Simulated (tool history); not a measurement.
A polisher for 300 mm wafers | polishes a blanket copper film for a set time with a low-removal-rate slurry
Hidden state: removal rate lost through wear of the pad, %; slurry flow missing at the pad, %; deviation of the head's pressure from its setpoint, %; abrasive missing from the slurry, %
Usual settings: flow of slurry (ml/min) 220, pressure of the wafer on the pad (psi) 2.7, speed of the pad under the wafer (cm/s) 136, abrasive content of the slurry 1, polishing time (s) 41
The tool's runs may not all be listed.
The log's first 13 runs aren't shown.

| run | hour | flow of slurry (ml/min) | pressure of the wafer on the pad (psi) | speed of the pad under the wafer (cm/s) | abrasive content of the slurry | polishing time (s) | wafers since the last listed run | wafers polished on this pad | hours since the slurry nozzle was cleaned | hours since the head pressure was calibrated | hours since the slurry blender was calibrated | incoming thickness of the incoming film, nm | film removed (Å) |
|---|---|---|---|---|---|---|---|---|---|---|---|---|---|
|  | 608.3 | worn pad replaced by a new one |
| 14 | 643.6 | 220 | 2.7 | 136 | 1 | 33 | 291 | 277 | 215 | 918.2 | 421.8 | 1451.5 | 1371 |
|  | 672 | slurry blender recalibrated |
| 15 | 679.9 | 195 | 2.3 | 154 | 1 | 54 | 270 | 548 | 251.3 | 954.5 | 7.9 | 1430.2 | 2170 |
| 16 | 726.6 | 220 | 2.7 | 136 | 1 | 41 | 367 | 916 | 298 | 1001.2 | 54.6 | 1444.5 | 1673 |
| 17 | 766 | 220 | 2.1 | 136 | 1 | 41 | 310 | 1226 | 337.4 | 1040.6 | 94 | 1448.4 | 1347 |
| 18 | 797.3 | 155 | 2.7 | 166 | 1.1 | 52 | 246 | 1472 | 368.7 | 1071.9 | 125.3 | 1433.7 | 2526 |
| 19 | 863.2 | 220 | 3.4 | 136 | 1 | 33 | 519 | 1992 | 434.6 | 1137.8 | 191.2 | 1431.2 | 1568 |
| 20 | 914.6 | 160 | 2.7 | 136 | 1 | 41 | 404 | 2397 | 486 | 1189.2 | 242.6 | 1425.2 | 1539 |
|  | 946.3 | slurry nozzle cleaned |
|  | 962.5 | worn pad replaced by a new one |
|  | 962.8 | head pressure recalibrated |
| 21 | 973.5 | 220 | 2.7 | 136 | 1 | 31 | 421 | 84 | 27.2 | 10.7 | 301.5 | 1452 | 1299 |
| 22 | 1019.3 | 175 | 2.7 | 136 | 1 | 41 | 360 | 444 | 73 | 56.5 | 347.3 | 1455.9 | 1689 |
| 23 | 1068 | 220 | 2.7 | 136 | 1 | 41 | 383 | 828 | 121.7 | 105.2 | 396 | 1454.8 | 1710 |
|  | 1112.1 | slurry blender recalibrated |
| 24 | 1137.8 | 285 | 3.1 | 104 | 1 | 41 | 534 | 1362 | 191.5 | 175 | 25.7 | 1450.5 | 1414 |
| 25 | 1193 | 240 | 2 | 136 | 0.85 | 41 | 434 | 1797 | 246.7 | 230.2 | 80.9 | 1461.2 | 1156 |
|  | 1294.4 | worn pad replaced by a new one |
| 26 | 1339.3 | 220 | 3 | 136 | 1 | 41 | 1120 | 353 | 393 | 376.5 | 227.2 | 1484 | 1866 |
| 27 | 1385.4 | 220 | 2.7 | 136 | 1 | 41 | 363 | 717 | 439.1 | 422.6 | 273.3 | 1431.9 | 1676 |
| 28 | 1434.1 | 220 | 2.7 | 160 | 1 | 33 | 383 | 1100 | 487.8 | 471.3 | 322 | 1463.7 | 1545 |
| 29 | 1484.4 | 220 | 2.7 | 136 | 1 | 41 | 396 | 1496 | 538.1 | 521.6 | 372.3 | 1431.3 | 1626 |
|  | 1505.9 | slurry nozzle cleaned |
|  | 1513.8 | slurry blender recalibrated |
| 30 | 1533.6 | 220 | 2.7 | 90 | 1 | 41 | 363 | 1860 | 27.7 | 570.8 | 19.8 | 1436.6 | 1031 |
|  | 1603.1 | worn pad replaced by a new one |
| 31 | 1603.9 | 170 | 3.4 | 136 | 0.7 | 45 | 522 | 5 | 98 | 641.1 | 90.1 | 1431.2 | 2028 |

3 ways to go on from here, each from the tool as it stands after run 31. What would each give?
| A | 1604.3 | 220 | 2.7 | 136 | 0.75 | 41 | 3 | 9 | 98.4 | 641.5 | 90.5 | 1450.7 | ? |
| B | 1604.3 | 220 | 2.7 | 136 | 1.1 | 30 | 3 | 9 | 98.4 | 641.5 | 90.5 | 1450.7 | ? |
| C | 1604.3 | 220 | 2.2 | 136 | 1 | 47 | 3 | 9 | 98.4 | 641.5 | 90.5 | 1450.7 | ? |

| run | film removed (Å) |
|---|---|
| A | 1604 |
| B | 1339 |
| C | 1693 |
Without the tool's hidden state the same runs would have given:
| run | film removed (Å) |
|---|---|
| A | 1607 |
| B | 1342 |
| C | 1697 |
